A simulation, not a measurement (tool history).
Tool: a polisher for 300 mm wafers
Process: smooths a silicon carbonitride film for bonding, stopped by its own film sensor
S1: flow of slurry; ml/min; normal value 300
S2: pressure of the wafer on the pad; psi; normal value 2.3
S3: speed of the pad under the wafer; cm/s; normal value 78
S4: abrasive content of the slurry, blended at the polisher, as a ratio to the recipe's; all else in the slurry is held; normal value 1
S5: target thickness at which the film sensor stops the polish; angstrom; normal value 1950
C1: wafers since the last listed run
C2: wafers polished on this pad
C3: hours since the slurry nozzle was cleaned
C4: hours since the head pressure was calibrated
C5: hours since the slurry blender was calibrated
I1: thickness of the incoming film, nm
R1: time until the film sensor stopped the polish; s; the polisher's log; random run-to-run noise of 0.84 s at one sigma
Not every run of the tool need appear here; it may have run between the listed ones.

Run 1, hour 0: usual settings but S3 58 cm/s; C1 0; C2 5152; C3 239.4; C4 1085.6; C5 223.8; I1 212.7. Result: R1 124.3 s.
Run 2, hour 88.4: usual settings; C1 1448; C2 6601; C3 327.8; C4 1174; C5 312.2; I1 212.6. Result: R1 96.5 s.
At hour 166.5: head pressure recalibrated.
Run 3, hour 258.1: usual settings; C1 2748; C2 9349; C3 497.5; C4 91.6; C5 481.9; I1 205.3. Result: R1 58.2 s.
Run 4, hour 303.9: usual settings; C1 750; C2 10100; C3 543.3; C4 137.4; C5 527.7; I1 206.7. Result: R1 66.4 s.
Run 5, hour 403.5: usual settings but S5 1970 angstrom; C1 1632; C2 11733; C3 642.9; C4 237; C5 627.3; I1 211.6. Result: R1 83.3 s.
At hour 451.9: slurry blender recalibrated.
Run 6, hour 469.5: usual settings but S5 1970 angstrom; C1 1048; C2 12782; C3 708.9; C4 303; C5 17.6; I1 209. Result: R1 66.9 s.
At hour 501.7: worn pad replaced by a new one.
Run 7, hour 506.5: usual settings but S2 2.6 psi; C1 540; C2 78; C3 745.9; C4 340; C5 54.6; I1 206.2. Result: R1 54 s.
At hour 512.3: slurry nozzle cleaned.
Run 8, hour 590.5: usual settings but S1 405 ml/min, S5 1910 angstrom; C1 1360; C2 1439; C3 78.2; C4 424; C5 138.6; I1 210.8. Result: R1 104.4 s.
Run 9, hour 670.8: usual settings but S1 210 ml/min, S2 1.9 psi; C1 1316; C2 2755; C3 158.5; C4 504.3; C5 218.9; I1 210.3. Result: R1 97.5 s.
Run 10, hour 767.6: usual settings but S1 255 ml/min, S4 0.75, S5 1970 angstrom; C1 1586; C2 4341; C3 255.3; C4 601.1; C5 315.7; I1 209.9. Result: R1 95.2 s.
Run 11, hour 853: usual settings but S2 1.7 psi; C1 1399; C2 5741; C3 340.7; C4 686.5; C5 401.1; I1 209.9. Result: R1 101.6 s.
Run 12, hour 891: usual settings but S3 62 cm/s; C1 622; C2 6364; C3 378.7; C4 724.5; C5 439.1; I1 208.6. Result: R1 89.3 s.
Run 13, hour 943.6: usual settings but S5 1900 angstrom; C1 862; C2 7226; C3 431.3; C4 777.1; C5 491.7; I1 209.8. Result: R1 109.4 s.
Run 14, hour 1018.8: usual settings; C1 1232; C2 8459; C3 506.5; C4 852.3; C5 566.9; I1 208.2. Result: R1 73.7 s.
Run 15, hour 1111.2: usual settings; C1 1514; C2 9973; C3 598.9; C4 944.7; C5 659.3; I1 206.6. Result: R1 65.1 s.
At hour 1154.4: slurry nozzle cleaned.
At hour 1155.5: worn pad replaced by a new one, of another model than before.
Run 16, hour 1174: usual settings but S1 220 ml/min, S3 62 cm/s, S4 1.1, S5 1960 angstrom; C1 996; C2 303; C3 19.6; C4 1007.5; C5 722.1; I1 211.8. Result: R1 86.5 s.
Run 17, hour 1222.6: usual settings but S2 1.7 psi; C1 796; C2 1100; C3 68.2; C4 1056.1; C5 770.7; I1 208.8. Result: R1 98.6 s.
At hour 1230.8: slurry blender recalibrated.
Run 18, hour 1290.1: usual settings but S3 62 cm/s; C1 1073; C2 2174; C3 135.7; C4 1123.6; C5 59.3; I1 208.6. Result: R1 79.1 s.
Run 19, hour 1384.2: usual settings but S2 3.1 psi, S3 96 cm/s, S4 1.3, S5 2000 angstrom; C1 1542; C2 3716; C3 229.8; C4 1217.7; C5 153.4; I1 211.3. Result: R1 34.9 s.
Run 20, hour 1441.4: usual settings but S1 325 ml/min, S5 1910 angstrom; C1 937; C2 4653; C3 287; C4 1274.9; C5 210.6; I1 208.2. Result: R1 93.4 s.
At hour 1471.5: head pressure recalibrated.
Run 21, hour 1495.8: usual settings but S3 58 cm/s; C1 858; C2 5512; C3 341.4; C4 24.3; C5 265; I1 214.1. Result: R1 120.2 s.
Run 22, hour 1556: usual settings; C1 986; C2 6499; C3 401.6; C4 84.5; C5 325.2; I1 208.7. Result: R1 74.5 s.
Run 23, hour 1606.3: usual settings but S2 1.7 psi, S4 0.85, S5 1920 angstrom; C1 824; C2 7323; C3 451.9; C4 134.8; C5 375.5; I1 214.7. Result: R1 196.9 s.
Run 24, hour 1712.5: usual settings; C1 1740; C2 9064; C3 558.1; C4 241; C5 481.7; I1 209.9. Result: R1 84.7 s.
Run 25, hour 1758.6: usual settings but S3 86 cm/s; C1 755; C2 9820; C3 604.2; C4 287.1; C5 527.8; I1 209.7. Result: R1 77.8 s.
At hour 1787.5: slurry nozzle cleaned.
At hour 1826.2: worn pad replaced by a new one.
Run 26, hour 1865.2: usual settings but S2 1.5 psi, S4 1.15, S5 1910 angstrom; C1 1665; C2 639; C3 77.7; C4 393.7; C5 634.4; I1 210.2. Result: R1 139.7 s.
Run 27, hour 1934: usual settings; C1 1127; C2 1766; C3 146.5; C4 462.5; C5 703.2; I1 210.8. Result: R1 85.3 s.
At hour 1983.5: slurry blender recalibrated.
Run 28, hour 1995.7: usual settings but S2 1.6 psi, S4 1.3, S5 1980 angstrom; C1 978; C2 2745; C3 208.2; C4 524.2; C5 12.2; I1 209.3. Result: R1 75.4 s.
Run 29, hour 2074.1: usual settings; C1 1284; C2 4030; C3 286.6; C4 602.6; C5 90.6; I1 212.4. Result: R1 95.5 s.
Run 30, hour 2168.6: usual settings; C1 1548; C2 5579; C3 381.1; C4 697.1; C5 185.1; I1 206.3. Result: R1 62.2 s.
Run 31, hour 2359.8: usual settings but S1 385 ml/min, S3 50 cm/s; C1 3133; C2 8713; C3 572.3; C4 888.3; C5 376.3; I1 208.1. Result: R1 84.9 s.

Here are 3 independent what-if runs from the current tool condition. What would each one return?
Run A, hour 2360.2: usual settings but S1 235 ml/min; C1 6; C2 8719; C3 572.7; C4 888.7; C5 376.7; I1 209.5. Result: R1 ?.
Run B, hour 2360.2: usual settings but S1 340 ml/min; C1 6; C2 8719; C3 572.7; C4 888.7; C5 376.7; I1 209.5. Result: R1 ?.
Run C, hour 2360.2: usual settings but S3 90 cm/s; C1 6; C2 8719; C3 572.7; C4 888.7; C5 376.7; I1 209.5. Result: R1 ?.

run    R1
  A  80.8
  B  78.1
  C  73.9
What these runs would have given with no unlogged condition in the tool:
run    R1
  A  74.8
  B  72.4
  C  68.5
